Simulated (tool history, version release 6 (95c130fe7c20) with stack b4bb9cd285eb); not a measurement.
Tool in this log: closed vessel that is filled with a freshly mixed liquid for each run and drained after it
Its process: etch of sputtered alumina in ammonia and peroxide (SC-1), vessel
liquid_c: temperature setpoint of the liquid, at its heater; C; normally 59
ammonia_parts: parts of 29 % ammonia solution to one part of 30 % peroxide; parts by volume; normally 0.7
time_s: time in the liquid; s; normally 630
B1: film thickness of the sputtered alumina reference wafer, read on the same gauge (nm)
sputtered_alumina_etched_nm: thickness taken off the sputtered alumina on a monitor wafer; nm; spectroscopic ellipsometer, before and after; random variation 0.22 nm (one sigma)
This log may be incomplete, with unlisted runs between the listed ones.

run 1 day=0 | liquid_c=59 ammonia_parts=0.7 time_s=630 | B1=60.01 | sputtered_alumina_etched_nm=52.39
-- day=1.183 thermometer replaced
run 2 day=2.175 | liquid_c=59 ammonia_parts=0.7 time_s=630 | B1=60.01 | sputtered_alumina_etched_nm=51.67
run 3 day=4.517 | liquid_c=59 ammonia_parts=0.7 time_s=630 | B1=59.98 | sputtered_alumina_etched_nm=51.63
run 4 day=6.308 | liquid_c=59 ammonia_parts=0.7 time_s=630 | B1=59.99 | sputtered_alumina_etched_nm=51.79
run 5 day=7.821 | liquid_c=59 ammonia_parts=0.55 time_s=630 | B1=60.01 | sputtered_alumina_etched_nm=50.66
run 6 day=8.9 | liquid_c=59 ammonia_parts=0.7 time_s=630 | B1=60 | sputtered_alumina_etched_nm=51.56
run 7 day=10.542 | liquid_c=59 ammonia_parts=0.7 time_s=630 | B1=60 | sputtered_alumina_etched_nm=52.06
-- day=10.779 gauge calibrated
run 8 day=12.829 | liquid_c=59 ammonia_parts=0.7 time_s=630 | B1=60.01 | sputtered_alumina_etched_nm=52.13
run 9 day=14.504 | liquid_c=62.5 ammonia_parts=0.85 time_s=630 | B1=60 | sputtered_alumina_etched_nm=63.46
run 10 day=17.204 | liquid_c=59 ammonia_parts=0.9 time_s=1005 | B1=60.03 | sputtered_alumina_etched_nm=85.21
run 11 day=24.792 | liquid_c=65 ammonia_parts=0.85 time_s=985 | B1=60.01 | sputtered_alumina_etched_nm=114.25
run 12 day=26.079 | liquid_c=55.5 ammonia_parts=0.7 time_s=305 | B1=60 | sputtered_alumina_etched_nm=21.3
-- day=26.696 thermometer replaced
run 13 day=28.733 | liquid_c=59 ammonia_parts=0.7 time_s=630 | B1=60 | sputtered_alumina_etched_nm=51.52
run 14 day=31.15 | liquid_c=54 ammonia_parts=0.8 time_s=315 | B1=60 | sputtered_alumina_etched_nm=20.11
-- day=32.929 ammonia flow meter replaced
run 15 day=33.975 | liquid_c=59 ammonia_parts=0.55 time_s=630 | B1=59.99 | sputtered_alumina_etched_nm=50.59
-- day=35.338 new drum of ammonia solution connected
run 16 day=35.892 | liquid_c=59 ammonia_parts=0.7 time_s=630 | B1=60 | sputtered_alumina_etched_nm=51.99
run 17 day=36.925 | liquid_c=59 ammonia_parts=0.7 time_s=345 | B1=60.01 | sputtered_alumina_etched_nm=28.27
run 18 day=38.662 | liquid_c=68 ammonia_parts=0.7 time_s=630 | B1=59.99 | sputtered_alumina_etched_nm=81.62
run 19 day=41.65 | liquid_c=59 ammonia_parts=0.85 time_s=630 | B1=59.99 | sputtered_alumina_etched_nm=52.84
run 20 day=43.075 | liquid_c=63 ammonia_parts=0.7 time_s=880 | B1=60 | sputtered_alumina_etched_nm=89.24
run 21 day=44.95 | liquid_c=59 ammonia_parts=0.7 time_s=630 | B1=59.99 | sputtered_alumina_etched_nm=52.45
run 22 day=46.692 | liquid_c=49.5 ammonia_parts=0.55 time_s=490 | B1=59.99 | sputtered_alumina_etched_nm=24.09
run 23 day=48.883 | liquid_c=63.5 ammonia_parts=0.45 time_s=630 | B1=60.02 | sputtered_alumina_etched_nm=63.11
run 24 day=49.938 | liquid_c=53 ammonia_parts=0.6 time_s=400 | B1=59.99 | sputtered_alumina_etched_nm=23.95
-- day=52.258 thermometer replaced
run 25 day=52.662 | liquid_c=59 ammonia_parts=0.7 time_s=630 | B1=59.99 | sputtered_alumina_etched_nm=51.58
run 26 day=55.004 | liquid_c=67 ammonia_parts=0.5 time_s=810 | B1=60 | sputtered_alumina_etched_nm=95.87
run 27 day=56.367 | liquid_c=54.5 ammonia_parts=1.05 time_s=630 | B1=59.97 | sputtered_alumina_etched_nm=42.01
run 28 day=59.154 | liquid_c=59 ammonia_parts=0.7 time_s=630 | B1=60.01 | sputtered_alumina_etched_nm=51.71

For each run, what was the tool's unlogged condition?
ammonia flow above the setpoint (%): 0 across all the runs
ammonia solution weaker than its label (%): 0 across all the runs
gauge reads high (%): 0 across all the runs
H1: liquid hotter than its thermometer reads (K)
run=1 H1=0.526
run=2 H1=0.0861
run=3 H1=0.136
run=4 H1=0.173
run=5 H1=0.205
run=6 H1=0.228
run=7 H1=0.263
run=8 H1=0.311
run=9 H1=0.347
run=10 H1=0.404
run=11 H1=0.564
run=12 H1=0.591
run=13 H1=0.074
run=14 H1=0.125
run=15 H1=0.185
run=16 H1=0.225
run=17 H1=0.247
run=18 H1=0.284
run=19 H1=0.347
run=20 H1=0.377
run=21 H1=0.417
run=22 H1=0.453
run=23 H1=0.5
run=24 H1=0.522
run=25 H1=0.067
run=26 H1=0.116
run=27 H1=0.145
run=28 H1=0.204
